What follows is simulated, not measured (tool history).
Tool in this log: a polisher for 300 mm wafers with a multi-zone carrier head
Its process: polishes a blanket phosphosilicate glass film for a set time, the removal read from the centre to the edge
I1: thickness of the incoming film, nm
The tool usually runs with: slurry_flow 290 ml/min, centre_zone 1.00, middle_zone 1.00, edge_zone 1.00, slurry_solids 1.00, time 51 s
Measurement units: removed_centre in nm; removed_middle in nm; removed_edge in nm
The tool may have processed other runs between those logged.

Run 1, hour 0.0: usual settings but centre_zone 1.08; I1 4414.5. Result: removed_centre 708.9 nm, removed_middle 652.2 nm, removed_edge 649.8 nm.
Run 2, hour 7.5: usual settings but time 60 s; I1 4484.5. Result: removed_centre 772.1 nm, removed_middle 756.3 nm, removed_edge 768.2 nm.
Run 3, hour 23.3: usual settings but slurry_flow 230 ml/min, middle_zone 1.07, time 57 s; I1 4425.5. Result: removed_centre 688.3 nm, removed_middle 718.3 nm, removed_edge 712.3 nm.
Run 4, hour 36.0: usual settings but slurry_flow 365 ml/min, centre_zone 1.07, middle_zone 1.10; I1 4365.8. Result: removed_centre 699.2 nm, removed_middle 689.2 nm, removed_edge 646.8 nm.
Run 5, hour 46.8: usual settings but centre_zone 0.94, edge_zone 1.04; I1 4375.9. Result: removed_centre 591.0 nm, removed_middle 619.1 nm, removed_edge 639.8 nm.
At hour 53.3: slurry nozzle cleaned.
Run 6, hour 60.6: usual settings but middle_zone 0.94, edge_zone 1.06; I1 4470.1. Result: removed_centre 648.4 nm, removed_middle 619.9 nm, removed_edge 659.6 nm.
Run 7, hour 71.3: usual settings but slurry_flow 355 ml/min, middle_zone 0.91, edge_zone 1.07, time 41 s; I1 4392.8. Result: removed_centre 526.0 nm, removed_middle 495.2 nm, removed_edge 526.7 nm.
At hour 77.4: worn pad replaced by a new one.
At hour 80.4: carrier head's membrane replaced by a new one.
Run 8, hour 86.6: usual settings; I1 4369.8. Result: removed_centre 684.7 nm, removed_middle 682.9 nm, removed_edge 686.0 nm.
Run 9, hour 100.6: usual settings; I1 4412.7. Result: removed_centre 669.8 nm, removed_middle 658.5 nm, removed_edge 662.5 nm.
Run 10, hour 109.3: usual settings but middle_zone 0.91, time 39 s; I1 4393.1. Result: removed_centre 505.4 nm, removed_middle 471.6 nm, removed_edge 500.9 nm.
At hour 122.3: edge zone pressure recalibrated.
Run 11, hour 124.8: usual settings but slurry_flow 320 ml/min, middle_zone 0.89; I1 4410.5. Result: removed_centre 653.3 nm, removed_middle 595.3 nm, removed_edge 649.7 nm.
Run 12, hour 131.1: usual settings but middle_zone 0.89, edge_zone 1.11; I1 4440.2. Result: removed_centre 644.3 nm, removed_middle 602.7 nm, removed_edge 673.2 nm.
At hour 137.7: centre zone pressure recalibrated.
Run 13, hour 146.1: usual settings but slurry_solids 0.90; I1 4358.8. Result: removed_centre 620.6 nm, removed_middle 609.6 nm, removed_edge 610.3 nm.
Run 14, hour 163.2: usual settings but edge_zone 1.09, slurry_solids 0.75; I1 4376.0. Result: removed_centre 581.8 nm, removed_middle 578.4 nm, removed_edge 594.8 nm.
At hour 177.1: worn pad replaced by a new one.
Run 15, hour 178.1: usual settings but centre_zone 1.11, time 41 s; I1 4361.4. Result: removed_centre 608.1 nm, removed_middle 548.5 nm, removed_edge 546.5 nm.
Run 16, hour 186.1: usual settings but centre_zone 1.05, middle_zone 0.95, slurry_solids 1.20, time 44 s; I1 4352.6. Result: removed_centre 652.8 nm, removed_middle 590.6 nm, removed_edge 613.3 nm.
Run 17, hour 201.6: usual settings but middle_zone 0.91, time 39 s; I1 4430.1. Result: removed_centre 503.6 nm, removed_middle 466.5 nm, removed_edge 497.4 nm.
Run 18, hour 209.0: usual settings but middle_zone 1.10, slurry_solids 1.15; I1 4426.4. Result: removed_centre 683.7 nm, removed_middle 717.6 nm, removed_edge 677.5 nm.
Run 19, hour 218.8: usual settings; I1 4429.5. Result: removed_centre 643.4 nm, removed_middle 643.3 nm, removed_edge 634.5 nm.
Run 20, hour 229.2: usual settings but centre_zone 1.11; I1 4378.8. Result: removed_centre 708.4 nm, removed_middle 630.5 nm, removed_edge 624.1 nm.
Run 21, hour 237.8: usual settings; I1 4425.7. Result: removed_centre 631.3 nm, removed_middle 631.0 nm, removed_edge 643.8 nm.

Consider 5 possible next runs. They are alternatives, not a sequence: every one starts from the tool as it was left by run 21. What does each give?
Run A, hour 238.2: usual settings but slurry_flow 225 ml/min; I1 4472.3. Result: removed_centre ?, removed_middle ?, removed_edge ?.
Run B, hour 238.2: usual settings but slurry_flow 250 ml/min; I1 4472.3. Result: removed_centre ?, removed_middle ?, removed_edge ?.
Run C, hour 238.2: usual settings but middle_zone 1.12, edge_zone 1.03, time 62 s; I1 4472.3. Result: removed_centre ?, removed_middle ?, removed_edge ?.
Run D, hour 238.2: usual settings but slurry_flow 205 ml/min, edge_zone 1.07; I1 4472.3. Result: removed_centre ?, removed_middle ?, removed_edge ?.
Run E, hour 238.2: usual settings but slurry_flow 200 ml/min, centre_zone 0.90, middle_zone 1.11; I1 4472.3. Result: removed_centre ?, removed_middle ?, removed_edge ?.

run  removed_centre  removed_middle  removed_edge
  A           613.9           613.4         614.4
  B           620.5           619.3         618.7
  C           765.9           822.8         766.1
  D           608.1           608.1         624.6
  E           545.7           650.9         608.8
Had the tool no hidden state, the same runs would have come out as:
run  removed_centre  removed_middle  removed_edge
  A           698.2           694.6         689.1
  B           703.9           699.7         692.9
  C           865.8           926.9         856.1
  D           693.1           690.0         701.6
  E           622.5           739.0         684.0
